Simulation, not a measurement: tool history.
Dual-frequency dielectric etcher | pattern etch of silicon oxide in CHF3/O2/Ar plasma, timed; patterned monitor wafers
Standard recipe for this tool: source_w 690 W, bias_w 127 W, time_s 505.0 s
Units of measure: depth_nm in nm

run   hour  source_w  bias_w  time_s  wafers since the last listed run  hours since the last wet clean  hours since the last source power generator calibration  hours since the last bias power generator calibration  hours since the last upper electrode change  hours since the gauge calibration  read-back reference wafer on the same gauge, depth_nm  depth_nm
  1    0.0       690     127   505.0                                 0                            92.0                                                   4645.9                                                 4408.9                                       3296.9                             1066.5                                                 1046.5     904.9
  2   32.6       690     127   505.0                                83                           124.6                                                   4678.5                                                 4441.5                                       3329.5                             1099.1                                                 1046.3     897.6
  3   61.7       690     127   505.0                                74                           153.7                                                   4707.6                                                 4470.6                                       3358.6                             1128.2                                                 1044.1     900.4
      84.0  -- bias power generator calibrated
  4  135.1       690     127   505.0                               177                           227.1                                                   4781.0                                                   51.1                                       3432.0                             1201.6                                                 1041.9     899.0
  5  164.7       690     127   505.0                                75                           256.7                                                   4810.6                                                   80.7                                       3461.6                             1231.2                                                 1039.2     898.6
  6  190.0       690     155   505.0                                64                           282.0                                                   4835.9                                                  106.0                                       3486.9                             1256.5                                                 1039.8     943.0
  7  206.7       690     127   505.0                                42                           298.7                                                   4852.6                                                  122.7                                       3503.6                             1273.2                                                 1039.2     905.2
  8  228.6       840     108   584.5                                56                           320.6                                                   4874.5                                                  144.6                                       3525.5                             1295.1                                                 1037.6    1054.8
     266.5  -- source power generator calibrated
  9  267.0       690     127   505.0                                87                           359.0                                                      0.5                                                  183.0                                       3563.9                             1333.5                                                 1037.0     896.2
 10  279.4       540     150   570.0                                31                           371.4                                                     12.9                                                  195.4                                       3576.3                             1345.9                                                 1035.9     982.0
 11  298.6       690     153   402.5                                49                           390.6                                                     32.1                                                  214.6                                       3595.5                             1365.1                                                 1035.0     748.5
     322.7  -- wet clean of the chamber
 12  323.2       690     127   505.0                                 1                             0.5                                                     56.7                                                  239.2                                       3620.1                             1389.7                                                 1033.3     894.3
     329.1  -- gauge calibrated
     367.4  -- upper electrode replaced
 13  367.9       690     105   395.0                                52                            45.2                                                    101.4                                                  283.9                                          0.5                               38.8                                                 1076.1     697.3
 14  368.4       650     127   383.0                                 1                            45.7                                                    101.9                                                  284.4                                          1.0                               39.3                                                 1075.0     688.9
 15  374.2       690     127   505.0                                14                            51.5                                                    107.7                                                  290.2                                          6.8                               45.1                                                 1074.7     926.3
 16  397.2       750     141   434.5                                58                            74.5                                                    130.7                                                  313.2                                         29.8                               68.1                                                 1073.4     840.3
 17  426.7       570     158   408.5                                75                           104.0                                                    160.2                                                  342.7                                         59.3                               97.6                                                 1071.7     751.6
 18  446.5       690     127   505.0                                50                           123.8                                                    180.0                                                  362.5                                         79.1                              117.4                                                 1071.4     924.5
 19  468.0       780     127   655.0                                54                           145.3                                                    201.5                                                  384.0                                        100.6                              138.9                                                 1070.3    1234.4
 20  500.5       690     127   631.0                                83                           177.8                                                    234.0                                                  416.5                                        133.1                              171.4                                                 1069.0    1149.8
 21  524.4       530     127   594.5                                61                           201.7                                                    257.9                                                  440.4                                        157.0                              195.3                                                 1068.4    1008.2
 22  551.0       690     111   505.0                                68                           228.3                                                    284.5                                                  467.0                                        183.6                              221.9                                                 1067.5     885.7
 23  581.0       770      97   402.5                                76                           258.3                                                    314.5                                                  497.0                                        213.6                              251.9                                                 1067.1     714.3
 24  607.7       750     142   654.5                                68                           285.0                                                    341.2                                                  523.7                                        240.3                              278.6                                                 1065.5    1256.1
 25  640.7       530     150   437.0                                84                           318.0                                                    374.2                                                  556.7                                        273.3                              311.6                                                 1063.7     771.5
 26  670.4       690     127   505.0                                75                           347.7                                                    403.9                                                  586.4                                        303.0                              341.3                                                 1062.6     912.4
 27  690.5       690     137   505.0                                51                           367.8                                                    424.0                                                  606.5                                        323.1                              361.4                                                 1062.2     935.2
 28  707.0       690     127   505.0                                42                           384.3                                                    440.5                                                  623.0                                        339.6                              377.9                                                 1061.4     914.9
 29  730.4       810     148   505.0                                59                           407.7                                                    463.9                                                  646.4                                        363.0                              401.3                                                 1060.5    1002.4

Alternative continuations, all from the tool just after run 29; predict every row:
  A  731.0       690     127   505.0                                 1                           408.3                                                    464.5                                                  647.0                                        363.6                              401.9                                                      ?         ?
  B  731.0       630     101   593.0                                 1                           408.3                                                    464.5                                                  647.0                                        363.6                              401.9                                                      ?         ?
  C  731.0       690     100   505.0                                 1                           408.3                                                    464.5                                                  647.0                                        363.6                              401.9                                                      ?         ?
  D  731.0       690     152   648.0                                 1                           408.3                                                    464.5                                                  647.0                                        363.6                              401.9                                                      ?         ?
  E  731.0       750     114   414.5                                 1                           408.3                                                    464.5                                                  647.0                                        363.6                              401.9                                                      ?         ?

run  read-back reference wafer on the same gauge, depth_nm  depth_nm
  A                                                 1060.6     916.3
  B                                                 1060.6     992.7
  C                                                 1060.6     866.2
  D                                                 1060.6    1231.1
  E                                                 1060.6     751.1
Take away the tool's hidden state, keep each run's random variation, and the runs would have read:
run  depth_nm
  A     929.5
  B    1007.0
  C     878.7
  D    1248.9
  E     761.9
